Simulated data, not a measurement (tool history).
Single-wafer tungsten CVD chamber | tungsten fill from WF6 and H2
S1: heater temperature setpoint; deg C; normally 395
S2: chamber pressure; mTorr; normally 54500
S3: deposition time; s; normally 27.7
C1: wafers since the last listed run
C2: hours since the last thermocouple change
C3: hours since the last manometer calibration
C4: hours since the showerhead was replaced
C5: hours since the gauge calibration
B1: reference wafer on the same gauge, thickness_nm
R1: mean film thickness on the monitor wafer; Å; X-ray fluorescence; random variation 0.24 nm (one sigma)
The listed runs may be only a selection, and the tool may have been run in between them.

Run 1, hour 0.0: usual settings but S1 404 deg C; C1 0; C2 2083.2; C3 1081.8; C4 6135.2; C5 798.1; B1 108.039. Result: R1 1252.15 Å.
Run 2, hour 57.0: usual settings but S1 404 deg C; C1 2064; C2 2140.2; C3 1138.8; C4 6192.2; C5 855.1; B1 108.011. Result: R1 1251.00 Å.
Run 3, hour 250.6: usual settings; C1 7011; C2 2333.8; C3 1332.4; C4 6385.8; C5 1048.7; B1 108.017. Result: R1 1078.85 Å.
Run 4, hour 283.6: usual settings; C1 1195; C2 2366.8; C3 1365.4; C4 6418.8; C5 1081.7; B1 108.009. Result: R1 1084.55 Å.
Run 5, hour 350.4: usual settings; C1 2419; C2 2433.6; C3 1432.2; C4 6485.6; C5 1148.5; B1 107.976. Result: R1 1083.69 Å.
Run 6, hour 375.0: usual settings; C1 890; C2 2458.2; C3 1456.8; C4 6510.2; C5 1173.1; B1 108.032. Result: R1 1081.52 Å.
Run 7, hour 410.4: usual settings but S3 26.1 s; C1 1281; C2 2493.6; C3 1492.2; C4 6545.6; C5 1208.5; B1 108.042. Result: R1 1022.75 Å.
Run 8, hour 612.8: usual settings but S3 26.1 s; C1 7329; C2 2696.0; C3 1694.6; C4 6748.0; C5 1410.9; B1 108.020. Result: R1 1023.80 Å.
Run 9, hour 669.8: usual settings but S3 30.8 s; C1 2064; C2 2753.0; C3 1751.6; C4 6805.0; C5 1467.9; B1 107.975. Result: R1 1205.01 Å.
Run 10, hour 719.8: usual settings but S3 30.8 s; C1 1810; C2 2803.0; C3 1801.6; C4 6855.0; C5 1517.9; B1 108.027. Result: R1 1203.82 Å.
Run 11, hour 752.8: usual settings but S3 30.8 s; C1 1195; C2 2836.0; C3 1834.6; C4 6888.0; C5 1550.9; B1 108.003. Result: R1 1204.21 Å.
Run 12, hour 784.6: usual settings; C1 1151; C2 2867.8; C3 1866.4; C4 6919.8; C5 1582.7; B1 107.987. Result: R1 1082.49 Å.
At hour 820.0: thermocouple changed; heater temperature recalibrated.
Run 13, hour 821.5: usual settings; C1 1046; C2 1.5; C3 1903.3; C4 6956.7; C5 1619.6; B1 107.986. Result: R1 1084.11 Å.
Run 14, hour 852.1: usual settings; C1 1108; C2 32.1; C3 1933.9; C4 6987.3; C5 1650.2; B1 107.969. Result: R1 1084.05 Å.
Run 15, hour 898.2: usual settings; C1 1669; C2 78.2; C3 1980.0; C4 7033.4; C5 1696.3; B1 108.007. Result: R1 1085.71 Å.
At hour 927.3: showerhead replaced.
Run 16, hour 937.5: usual settings; C1 1133; C2 117.5; C3 2019.3; C4 10.2; C5 1735.6; B1 107.963. Result: R1 1082.54 Å.
Run 17, hour 1006.3: usual settings but S1 391 deg C, S2 59500 mTorr; C1 2491; C2 186.3; C3 2088.1; C4 79.0; C5 1804.4; B1 108.059. Result: R1 1067.77 Å.
Run 18, hour 1050.8: usual settings; C1 1611; C2 230.8; C3 2132.6; C4 123.5; C5 1848.9; B1 108.030. Result: R1 1088.27 Å.
Run 19, hour 1114.9: usual settings but S1 383 deg C, S2 59700 mTorr, S3 23.3 s; C1 2321; C2 294.9; C3 2196.7; C4 187.6; C5 1913.0; B1 108.038. Result: R1 783.23 Å.
Run 20, hour 1148.8: usual settings but S3 31.4 s; C1 1227; C2 328.8; C3 2230.6; C4 221.5; C5 1946.9; B1 108.038. Result: R1 1231.93 Å.
Run 21, hour 1180.5: usual settings but S3 24.7 s; C1 1147; C2 360.5; C3 2262.3; C4 253.2; C5 1978.6; B1 108.041. Result: R1 970.35 Å.
Run 22, hour 1213.5: usual settings but S1 387 deg C, S3 32.8 s; C1 1195; C2 393.5; C3 2295.3; C4 286.2; C5 2011.6; B1 108.002. Result: R1 1121.46 Å.
Run 23, hour 1274.9: usual settings but S1 388 deg C, S3 30.9 s; C1 2223; C2 454.9; C3 2356.7; C4 347.6; C5 2073.0; B1 108.049. Result: R1 1073.49 Å.
Run 24, hour 1321.2: usual settings but S2 47000 mTorr, S3 30.6 s; C1 1676; C2 501.2; C3 2403.0; C4 393.9; C5 2119.3; B1 108.014. Result: R1 1095.11 Å.
Run 25, hour 1347.3: usual settings; C1 945; C2 527.3; C3 2429.1; C4 420.0; C5 2145.4; B1 107.992. Result: R1 1084.21 Å.
At hour 1372.9: capacitance manometer re-zeroed and calibrated.
At hour 1451.6: gauge calibrated.
Run 26, hour 1538.2: usual settings but S3 24.7 s; C1 6623; C2 718.2; C3 165.3; C4 610.9; C5 86.6; B1 107.967. Result: R1 953.04 Å.
Run 27, hour 1605.0: usual settings but S1 402 deg C, S3 23.0 s; C1 2419; C2 785.0; C3 232.1; C4 677.7; C5 153.4; B1 108.004. Result: R1 995.65 Å.
Run 28, hour 1643.6: usual settings; C1 1397; C2 823.6; C3 270.7; C4 716.3; C5 192.0; B1 107.996. Result: R1 1070.91 Å.
Run 29, hour 1693.4: usual settings; C1 1803; C2 873.4; C3 320.5; C4 766.1; C5 241.8; B1 108.032. Result: R1 1072.96 Å.
Run 30, hour 1721.9: usual settings but S1 390 deg C, S2 60900 mTorr, S3 22.9 s; C1 1032; C2 901.9; C3 349.0; C4 794.6; C5 270.3; B1 107.943. Result: R1 870.55 Å.
Run 31, hour 1782.5: usual settings but S2 44000 mTorr, S3 22.3 s; C1 2194; C2 962.5; C3 409.6; C4 855.2; C5 330.9; B1 108.021. Result: R1 759.72 Å.
Run 32, hour 1824.1: usual settings but S2 49700 mTorr, S3 32.8 s; C1 1506; C2 1004.1; C3 451.2; C4 896.8; C5 372.5; B1 107.964. Result: R1 1205.39 Å.
Run 33, hour 1861.6: usual settings but S1 389 deg C, S2 59000 mTorr, S3 26.1 s; C1 1358; C2 1041.6; C3 488.7; C4 934.3; C5 410.0; B1 107.996. Result: R1 958.20 Å.

Hidden state or all else? Some run-to-run changes of R1, split into what the settings, what came in and random variation would give without the hidden state, and what is left for the hidden state (with any gauge scatter that isn't in both results):
The tool's hidden condition here consists of: wafer temperature above the value expected at the setpoint (K); true pressure above the setpoint (%); gauge reads high (%).
Run 18 -> 19: S1 395 -> 383, S2 54500 -> 59700, S3 27.7 -> 23.3. R1 -305.04 Å: hidden state -6.17, all else -298.87.
Run 19 -> 20: S1 383 -> 395, S2 59700 -> 54500, S3 23.3 -> 31.4. R1 +448.70 Å: hidden state +9.22, all else +439.48.
Run 25 -> 26: S3 27.7 -> 24.7, capacitance manometer re-zeroed and calibrated, gauge calibrated. R1 -131.17 Å: hidden state -16.98, all else -114.19.
Run 31 -> 32: S2 44000 -> 49700, S3 22.3 -> 32.8. R1 +445.67 Å: hidden state +5.12, all else +440.55.

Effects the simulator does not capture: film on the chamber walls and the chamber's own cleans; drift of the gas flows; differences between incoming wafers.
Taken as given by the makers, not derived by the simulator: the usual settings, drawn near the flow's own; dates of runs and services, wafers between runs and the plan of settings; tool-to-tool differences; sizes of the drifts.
